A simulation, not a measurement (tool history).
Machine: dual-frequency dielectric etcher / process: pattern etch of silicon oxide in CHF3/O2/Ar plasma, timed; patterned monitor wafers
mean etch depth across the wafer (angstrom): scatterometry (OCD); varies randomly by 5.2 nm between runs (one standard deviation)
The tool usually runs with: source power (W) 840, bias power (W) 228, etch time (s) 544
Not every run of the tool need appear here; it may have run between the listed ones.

run	hour	source power (W)	bias power (W)	etch time (s)	read-back reference wafer on the same gauge, depth_nm	mean etch depth across the wafer (angstrom)
1	0	840	245	544	1260.1	13969
# hour 61.9: wet clean of the chamber
2	75.3	840	245	544	1258.3	14439
3	175.4	840	255	544	1259.8	14781
4	273.3	840	255	544	1259.2	14628
5	381.3	840	189	544	1259.9	12437
6	453.2	840	189	544	1259.2	12351
7	495.4	840	228	544	1260.3	13665
# hour 517.4: gauge calibrated
8	535.8	840	228	544	1258.9	13626
# hour 583.8: wet clean of the chamber
# hour 603.2: upper electrode replaced
9	603.7	840	228	544	1260	13847
10	654.2	940	282	429.5	1258.1	12564
11	699.4	940	205	662.5	1261	16332
12	756	990	259	633	1257.7	18053
13	820.3	920	228	695	1259.6	17889
# hour 826.2: bias power generator calibrated
# hour 846.9: source power generator calibrated
14	909.6	920	280	466.5	1258.9	13349
15	1008.2	1010	228	544	1259.2	14261
16	1084.9	840	228	544	1260.8	13513
17	1137.2	840	228	425.5	1261.6	10480
# hour 1190.2: wet clean of the chamber
18	1199.2	840	228	544	1258.1	13764
19	1285.1	840	228	544	1260.6	13731

Predict each of these 4 candidate next runs independently; none follows another, all start after run 19:
A	1285.7	840	228	544	?	?
B	1285.7	680	260	387	?	?
C	1285.7	900	194	388.5	?	?
D	1285.7	900	244	544	?	?

run	read-back reference wafer on the same gauge, depth_nm	mean etch depth across the wafer (angstrom)
A	1261	13785
B	1261	9803
C	1261	9234
D	1261	14621
What these runs would have given with no unlogged condition in the tool:
run	mean etch depth across the wafer (angstrom)
A	13872
B	9865
C	9292
D	14713

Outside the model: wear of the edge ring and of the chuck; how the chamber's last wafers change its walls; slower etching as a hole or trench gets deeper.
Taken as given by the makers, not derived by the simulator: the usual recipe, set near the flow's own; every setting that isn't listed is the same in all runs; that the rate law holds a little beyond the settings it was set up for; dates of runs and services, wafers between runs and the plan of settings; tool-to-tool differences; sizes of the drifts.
